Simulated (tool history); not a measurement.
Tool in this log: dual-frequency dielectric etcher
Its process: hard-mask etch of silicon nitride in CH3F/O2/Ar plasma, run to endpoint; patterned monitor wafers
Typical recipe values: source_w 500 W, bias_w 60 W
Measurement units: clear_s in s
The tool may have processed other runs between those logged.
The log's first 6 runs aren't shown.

run,hour,source_w,bias_w,"incoming incoming film thickness, nm",clear_s
7,393.1,500,60,35.28,48.8
8,439.1,500,60,34.92,48.4
9,472.2,530,60,35,46.9
10,536.3,500,60,34.89,48.1
# hour 584: upper electrode replaced
11,599.7,500,49,34.57,50.4
# hour 608.1: bias power generator calibrated
12,651.8,500,49,35.07,51.6
13,830.6,500,63,35.2,48
14,871.1,500,56,34.78,49.2
# hour 913.7: wet clean of the chamber
15,914.2,600,51,34.87,46.7
16,976.3,500,63,35.12,47.8
17,1038,550,69,34.74,43.9
18,1077.1,500,60,34.72,47.9

Run 19, settings as shown, results not yet in. Your forecast:
19,1101.4,500,60,34.93,?

clear_s: 48.2 s
If the tool had no hidden condition, the same run with the same run-to-run variation would have returned clear_s 47.2 s.

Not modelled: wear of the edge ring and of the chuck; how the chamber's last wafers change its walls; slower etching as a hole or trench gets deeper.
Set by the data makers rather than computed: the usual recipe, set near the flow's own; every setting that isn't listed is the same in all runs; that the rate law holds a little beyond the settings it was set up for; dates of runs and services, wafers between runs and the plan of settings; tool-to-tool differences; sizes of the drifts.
